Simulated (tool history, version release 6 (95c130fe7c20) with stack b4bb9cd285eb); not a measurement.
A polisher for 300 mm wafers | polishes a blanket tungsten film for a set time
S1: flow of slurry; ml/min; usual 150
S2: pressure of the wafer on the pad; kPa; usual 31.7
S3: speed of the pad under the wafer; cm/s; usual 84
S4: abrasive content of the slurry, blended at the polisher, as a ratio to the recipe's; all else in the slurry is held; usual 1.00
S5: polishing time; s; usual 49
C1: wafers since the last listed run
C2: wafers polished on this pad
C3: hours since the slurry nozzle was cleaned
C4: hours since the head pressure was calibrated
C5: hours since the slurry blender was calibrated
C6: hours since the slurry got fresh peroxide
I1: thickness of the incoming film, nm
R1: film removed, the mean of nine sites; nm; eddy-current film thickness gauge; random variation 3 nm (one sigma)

run 1 hour=0.0 | S1=150 S2=31.7 S3=84 S4=1.00 S5=49 | C1=0 C2=447 C3=506.4 C4=341.8 C5=94.5 C6=35.9 | I1=676.4 | R1=228.5
-- hour=35.7 slurry blender recalibrated
run 2 hour=50.1 | S1=150 S2=31.7 S3=84 S4=1.00 S5=49 | C1=315 C2=763 C3=556.5 C4=391.9 C5=14.4 C6=86.0 | I1=688.7 | R1=232.4
run 3 hour=85.5 | S1=150 S2=31.7 S3=84 S4=1.00 S5=49 | C1=232 C2=995 C3=591.9 C4=427.3 C5=49.8 C6=121.4 | I1=685.3 | R1=232.9
-- hour=103.4 worn pad replaced by a new one
-- hour=127.0 slurry tank refilled with fresh slurry and peroxide
run 4 hour=143.8 | S1=150 S2=35.2 S3=84 S4=0.80 S5=49 | C1=350 C2=258 C3=650.2 C4=485.6 C5=108.1 C6=16.8 | I1=679.4 | R1=239.6
-- hour=185.4 slurry blender recalibrated
run 5 hour=189.7 | S1=150 S2=35.2 S3=84 S4=0.80 S5=49 | C1=288 C2=546 C3=696.1 C4=531.5 C5=4.3 C6=62.7 | I1=676.2 | R1=236.6
run 6 hour=228.6 | S1=150 S2=35.2 S3=84 S4=0.80 S5=49 | C1=255 C2=802 C3=735.0 C4=570.4 C5=43.2 C6=101.6 | I1=683.0 | R1=236.1
-- hour=254.1 worn pad replaced by a new one
-- hour=269.3 slurry nozzle cleaned
-- hour=275.4 slurry tank refilled with fresh slurry and peroxide
run 7 hour=288.8 | S1=150 S2=31.7 S3=84 S4=1.00 S5=49 | C1=356 C2=214 C3=19.5 C4=630.6 C5=103.4 C6=13.4 | I1=676.6 | R1=235.1
-- hour=309.5 slurry blender recalibrated
-- hour=320.3 head pressure recalibrated
run 8 hour=358.8 | S1=150 S2=35.2 S3=84 S4=0.80 S5=49 | C1=433 C2=648 C3=89.5 C4=38.5 C5=49.3 C6=83.4 | I1=675.4 | R1=218.7
-- hour=402.9 slurry tank refilled with fresh slurry and peroxide
run 9 hour=403.4 | S1=150 S2=31.7 S3=84 S4=0.75 S5=49 | C1=286 C2=934 C3=134.1 C4=83.1 C5=93.9 C6=0.5 | I1=672.0 | R1=204.8
-- hour=410.1 worn pad replaced by a new one
run 10 hour=453.3 | S1=185 S2=38.6 S3=62 S4=1.00 S5=49 | C1=301 C2=283 C3=184.0 C4=133.0 C5=143.8 C6=50.4 | I1=679.6 | R1=198.4
-- hour=461.5 slurry blender recalibrated
run 11 hour=520.7 | S1=130 S2=24.8 S3=84 S4=1.00 S5=38 | C1=429 C2=713 C3=251.4 C4=200.4 C5=59.2 C6=117.8 | I1=678.2 | R1=140.0
-- hour=535.0 slurry tank refilled with fresh slurry and peroxide
run 12 hour=548.2 | S1=105 S2=31.7 S3=114 S4=0.85 S5=49 | C1=174 C2=887 C3=278.9 C4=227.9 C5=86.7 C6=13.2 | I1=683.4 | R1=267.4
-- hour=555.1 worn pad replaced by a new one
run 13 hour=572.3 | S1=150 S2=31.7 S3=84 S4=1.00 S5=49 | C1=132 C2=113 C3=303.0 C4=252.0 C5=110.8 C6=37.3 | I1=679.4 | R1=225.6
run 14 hour=597.0 | S1=150 S2=31.7 S3=84 S4=0.90 S5=49 | C1=162 C2=275 C3=327.7 C4=276.7 C5=135.5 C6=62.0 | I1=680.2 | R1=217.9

The tool's hidden state at each run:
removal rate lost through wear of the pad, %: 0 in every run
slurry flow missing at the pad, %: 0 in every run
abrasive missing from the slurry, %: 0 in every run
peroxide lost from the slurry, %: 0 in every run
H1: deviation of the head's pressure from its setpoint, %
run=1 H1=6.89
run=2 H1=7.7
run=3 H1=8.27
run=4 H1=9.21
run=5 H1=9.95
run=6 H1=10.6
run=7 H1=11.5
run=8 H1=-0.401
run=9 H1=0.317
run=10 H1=1.12
run=11 H1=2.21
run=12 H1=2.65
run=13 H1=3.04
run=14 H1=3.44

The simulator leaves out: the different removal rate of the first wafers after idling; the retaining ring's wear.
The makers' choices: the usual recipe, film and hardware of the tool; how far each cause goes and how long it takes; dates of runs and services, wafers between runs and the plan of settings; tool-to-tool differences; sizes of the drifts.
